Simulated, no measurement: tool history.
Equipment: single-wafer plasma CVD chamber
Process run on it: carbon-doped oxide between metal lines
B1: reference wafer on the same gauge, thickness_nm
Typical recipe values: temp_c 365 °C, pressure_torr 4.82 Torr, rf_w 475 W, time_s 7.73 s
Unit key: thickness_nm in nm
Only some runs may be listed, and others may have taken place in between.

Run 1, hour 0: usual settings but time_s 8.51 s; B1 32.65. Result: thickness_nm 39.74 nm.
Run 2, hour 100.9: usual settings but pressure_torr 5.11 Torr, time_s 8.52 s; B1 32.698. Result: thickness_nm 40.045 nm.
Run 3, hour 140.7: usual settings but pressure_torr 5.11 Torr, time_s 8.52 s; B1 32.682. Result: thickness_nm 39.774 nm.
Run 4, hour 188.2: usual settings but pressure_torr 5.11 Torr, time_s 8.52 s; B1 32.686. Result: thickness_nm 39.836 nm.
Run 5, hour 249.7: usual settings but temp_c 376 °C; B1 32.67. Result: thickness_nm 35.149 nm.
At hour 268.7: thermocouple changed; heater temperature recalibrated.
Run 6, hour 293.4: usual settings but rf_w 435 W; B1 32.721. Result: thickness_nm 34.258 nm.
Run 7, hour 343: usual settings but rf_w 435 W; B1 32.711. Result: thickness_nm 34.46 nm.
Run 8, hour 443.1: usual settings but temp_c 370 °C, pressure_torr 4.5 Torr; B1 32.696. Result: thickness_nm 35.574 nm.
Run 9, hour 684.1: usual settings but temp_c 370 °C, pressure_torr 4.5 Torr; B1 32.717. Result: thickness_nm 35.638 nm.
Run 10, hour 924.2: usual settings but temp_c 370 °C, pressure_torr 4.5 Torr; B1 32.744. Result: thickness_nm 35.429 nm.
Run 11, hour 1030.9: usual settings; B1 32.691. Result: thickness_nm 36.091 nm.
At hour 1072.3: gauge calibrated.
Run 12, hour 1099.5: usual settings; B1 32.714. Result: thickness_nm 36.097 nm.
At hour 1160.5: capacitance manometer re-zeroed and calibrated.
Run 13, hour 1161: usual settings but temp_c 373 °C; B1 32.711. Result: thickness_nm 35.188 nm.
Run 14, hour 1206: usual settings but pressure_torr 3.73 Torr, time_s 8.16 s; B1 32.707. Result: thickness_nm 36.778 nm.
Run 15, hour 1278.4: usual settings but rf_w 435 W; B1 32.722. Result: thickness_nm 33.752 nm.
Run 16, hour 1328.8: usual settings but temp_c 374 °C, pressure_torr 5.81 Torr, rf_w 535 W; B1 32.708. Result: thickness_nm 38.973 nm.
Run 17, hour 1433.2: usual settings but rf_w 555 W, time_s 6.29 s; B1 32.716. Result: thickness_nm 32.504 nm.

Predict the results of run 18:
At hour 1451.7: RF generator calibrated.
At hour 1474.7: thermocouple changed; heater temperature recalibrated.
At hour 1526.3: showerhead replaced.
Run 18, hour 1526.8: usual settings; B1 ?. Result: thickness_nm ?.

{"run 18": {"B1": 32.725, "thickness_nm": 37.114}}
If the tool had no hidden condition, the same run with the same run-to-run variation would have returned thickness_nm 36.366 nm.

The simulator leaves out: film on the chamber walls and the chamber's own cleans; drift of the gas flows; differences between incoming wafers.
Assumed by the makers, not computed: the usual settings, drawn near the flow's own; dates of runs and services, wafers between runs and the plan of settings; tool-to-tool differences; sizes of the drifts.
